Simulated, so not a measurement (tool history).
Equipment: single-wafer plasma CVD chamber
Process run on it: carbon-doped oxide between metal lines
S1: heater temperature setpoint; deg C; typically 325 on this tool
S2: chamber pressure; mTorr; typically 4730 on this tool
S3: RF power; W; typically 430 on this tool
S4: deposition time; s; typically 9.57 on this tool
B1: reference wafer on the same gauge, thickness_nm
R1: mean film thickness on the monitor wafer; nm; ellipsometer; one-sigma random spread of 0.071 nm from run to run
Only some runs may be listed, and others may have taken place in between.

run 1 hour=0 | S1=325 S2=4730 S3=430 S4=9.57 | B1=51.62 | R1=46.499
run 2 hour=70.8 | S1=325 S2=4730 S3=430 S4=9.57 | B1=51.608 | R1=46.451
run 3 hour=102.9 | S1=320 S2=4730 S3=430 S4=9.57 | B1=51.614 | R1=47.323
run 4 hour=173.9 | S1=320 S2=4730 S3=430 S4=9.57 | B1=51.625 | R1=47.235
run 5 hour=211.6 | S1=320 S2=4730 S3=430 S4=9.57 | B1=51.595 | R1=47.278
run 6 hour=257.7 | S1=325 S2=4730 S3=430 S4=9.57 | B1=51.589 | R1=46.489
run 7 hour=294.6 | S1=325 S2=4730 S3=430 S4=9.57 | B1=51.606 | R1=46.41
run 8 hour=328.6 | S1=325 S2=4730 S3=430 S4=9.57 | B1=51.62 | R1=46.378
run 9 hour=384.3 | S1=325 S2=4730 S3=430 S4=9.57 | B1=51.58 | R1=47.14
run 10 hour=412.6 | S1=334 S2=4140 S3=430 S4=9.57 | B1=51.621 | R1=44.998
run 11 hour=482.3 | S1=325 S2=4300 S3=395 S4=9.57 | B1=51.595 | R1=42.733
run 12 hour=522.5 | S1=325 S2=3660 S3=400 S4=10.29 | B1=51.585 | R1=46.204
run 13 hour=593.8 | S1=320 S2=4730 S3=430 S4=9.57 | B1=51.614 | R1=48.02
run 14 hour=665.6 | S1=325 S2=4730 S3=430 S4=9.57 | B1=51.589 | R1=47.381
run 15 hour=737.2 | S1=311 S2=4730 S3=465 S4=10.06 | B1=51.568 | R1=55.923
run 16 hour=795.2 | S1=325 S2=4730 S3=480 S4=8.07 | B1=51.593 | R1=43.978
run 17 hour=833.4 | S1=325 S2=3750 S3=395 S4=9.57 | B1=51.598 | R1=42.335
run 18 hour=945.8 | S1=325 S2=3900 S3=430 S4=8.06 | B1=51.602 | R1=38.985
run 19 hour=985.6 | S1=325 S2=5770 S3=500 S4=9.57 | B1=51.579 | R1=54.974

Put back what was entered between runs (6 entries, withheld): which listed runs does each sit between, and how does the hidden state differ from the listed run before to the listed run after?
In the gap between runs 3 and 4: gauge calibrated (hour 128.5)
  wafer temperature above the value expected at the setpoint (K): 4.38 -> 4.63; delivered RF power above the setpoint (%): -0.66 -> -0.695
  the result without the hidden state subtracted from the measured one, R1: -0.988 -> -1.041 nm
In the gap between runs 7 and 8: showerhead replaced (hour 319.1)
  wafer temperature above the value expected at the setpoint (K): 5.07 -> 5.2; delivered RF power above the setpoint (%): -0.739 -> -0.749
  the result without the hidden state subtracted from the measured one, R1: -1.099 -> -1.122 nm
In the gap between runs 8 and 9: thermocouple changed; heater temperature recalibrated (hour 338.2)
  wafer temperature above the value expected at the setpoint (K): 5.2 -> 0.292; delivered RF power above the setpoint (%): -0.749 -> -0.763
  the result without the hidden state subtracted from the measured one, R1: -1.122 -> -0.394 nm
In the gap between runs 10 and 11: capacitance manometer re-zeroed and calibrated (hour 451.7)
  wafer temperature above the value expected at the setpoint (K): 0.295 -> 0.305; delivered RF power above the setpoint (%): -0.769 -> -0.782
  the result without the hidden state subtracted from the measured one, R1: -0.376 -> -0.381 nm
In the gap between runs 11 and 12: RF generator calibrated (hour 502.5)
  wafer temperature above the value expected at the setpoint (K): 0.305 -> 0.314; delivered RF power above the setpoint (%): -0.782 -> -0.0639
  the result without the hidden state subtracted from the measured one, R1: -0.381 -> -0.076 nm
In the gap between runs 14 and 15: gauge calibrated (hour 712)
  wafer temperature above the value expected at the setpoint (K): 0.363 -> 0.398; delivered RF power above the setpoint (%): -0.331 -> -0.426
  the result without the hidden state subtracted from the measured one, R1: -0.207 -> -0.281 nm
